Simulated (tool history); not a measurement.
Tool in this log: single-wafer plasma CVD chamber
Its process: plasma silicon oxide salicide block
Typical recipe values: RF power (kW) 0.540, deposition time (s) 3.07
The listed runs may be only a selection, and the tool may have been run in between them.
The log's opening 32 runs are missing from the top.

run,day,RF power (kW),deposition time (s),wafers since the last listed run,hours since the last RF generator calibration,hours since the showerhead was replaced,hours since the gauge calibration,"read-back reference wafer on the same gauge, thickness_nm",mean film thickness on the monitor wafer (Å)
33,65.554,0.460,3.47,3305,932.5,689.2,764.8,33.083,347.37
34,67.771,0.540,3.07,3382,985.7,742.4,818.0,33.026,319.76
35,70.425,0.450,2.83,4049,1049.4,806.1,881.7,32.973,282.76
36,72.271,0.540,3.30,2816,1093.7,850.4,926.0,32.927,348.70
37,73.992,0.480,2.69,2625,1135.0,891.7,967.3,33.031,275.24
38,78.521,0.540,3.07,6910,1243.7,1000.4,1076.0,33.002,320.87
39,80.829,0.485,3.07,3522,1299.1,1055.8,1131.4,32.971,310.64
40,81.933,0.500,2.64,1684,1325.6,1082.3,1157.9,33.072,272.92
41,83.596,0.540,3.07,2536,1365.5,1122.2,1197.8,33.013,325.68
42,84.696,0.595,2.88,1678,1391.9,1148.6,1224.2,33.046,312.55
43,87.388,0.465,2.61,4106,1456.5,1213.2,1288.8,32.914,259.86

Below are 5 alternative next runs, each starting from the tool's condition after run 43. Predict each:
A,87.404,0.540,3.07,25,1456.9,1213.6,1289.2,?,?
B,87.404,0.480,3.59,25,1456.9,1213.6,1289.2,?,?
C,87.404,0.645,2.79,25,1456.9,1213.6,1289.2,?,?
D,87.404,0.510,3.28,25,1456.9,1213.6,1289.2,?,?
E,87.404,0.540,2.57,25,1456.9,1213.6,1289.2,?,?

run,"read-back reference wafer on the same gauge, thickness_nm",mean film thickness on the monitor wafer (Å)
A,33.020,324.05
B,33.020,365.32
C,33.020,311.12
D,33.020,340.13
E,33.020,271.27
With the hidden condition removed and each run's random variation left untouched, the same runs would have given:
run,mean film thickness on the monitor wafer (Å)
A,326.84
B,368.47
C,313.81
D,343.06
E,273.61
